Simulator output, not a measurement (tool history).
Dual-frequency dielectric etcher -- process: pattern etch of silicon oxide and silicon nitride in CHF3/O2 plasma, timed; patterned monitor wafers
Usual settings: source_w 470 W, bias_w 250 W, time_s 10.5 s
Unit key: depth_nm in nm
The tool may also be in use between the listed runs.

run,hour,source_w,bias_w,time_s,"read-back reference wafer on the same gauge, depth_nm",depth_nm
1,0.0,470,250,10.5,19.39,16.01
2,25.0,470,250,12.0,19.38,18.32
3,74.3,470,250,12.0,19.41,18.23
4,137.1,470,270,10.5,19.42,16.22
5,183.7,470,250,10.5,19.40,15.80
6,208.5,470,250,10.5,19.39,15.82
7,259.0,420,267,10.5,19.39,15.13
# hour 350.7: wet clean of the chamber
8,351.2,530,250,10.5,19.40,17.15
9,491.1,550,221,12.0,19.41,19.00
# hour 528.9: bias power generator calibrated
10,556.7,380,291,10.5,19.40,14.84
# hour 605.9: upper electrode replaced
11,606.4,580,281,9.0,19.38,15.63
12,671.7,470,250,10.5,19.39,15.70
13,711.1,470,250,10.5,19.40,15.62
14,777.5,470,300,12.5,19.41,19.61
15,813.0,540,207,13.0,19.40,19.35
16,847.6,540,201,12.5,19.39,18.46
# hour 915.1: wet clean of the chamber
17,918.7,400,301,8.0,19.40,11.93
18,947.7,470,250,12.0,19.41,18.40
19,984.6,470,250,10.5,19.37,15.98
20,1022.8,470,250,10.5,19.41,15.99
21,1047.8,470,250,11.5,19.41,17.39
22,1086.0,570,291,10.5,19.39,18.38
23,1120.8,470,285,10.5,19.40,16.58
24,1148.9,390,213,12.0,19.40,15.48
25,1188.6,470,250,10.5,19.41,15.72
26,1230.5,550,221,12.0,19.38,18.65
27,1284.0,550,234,12.0,19.39,18.95
28,1323.5,470,250,10.5,19.39,15.57
# hour 1403.5: gauge calibrated
# hour 1404.7: wet clean of the chamber
29,1405.2,470,250,10.5,19.41,15.96

Per-run results on a tool with no hidden state, each run keeping its own random variation:
Unlogged tool condition in this case: etch rate over this chamber's usual, %; source power that arrives over what is set, %; bias power that arrives over what is set, %; gauge reads high (%).
run,depth_nm
1,16.25
2,18.63
3,18.62
4,16.65
5,16.29
6,16.34
7,15.71
8,17.36
9,19.46
10,15.28
11,16.16
12,16.32
13,16.29
14,20.56
15,20.36
16,19.47
17,12.08
18,18.68
19,16.27
20,16.33
21,17.80
22,18.86
23,17.06
24,15.97
25,16.26
26,19.36
27,19.76
28,16.28
29,16.27

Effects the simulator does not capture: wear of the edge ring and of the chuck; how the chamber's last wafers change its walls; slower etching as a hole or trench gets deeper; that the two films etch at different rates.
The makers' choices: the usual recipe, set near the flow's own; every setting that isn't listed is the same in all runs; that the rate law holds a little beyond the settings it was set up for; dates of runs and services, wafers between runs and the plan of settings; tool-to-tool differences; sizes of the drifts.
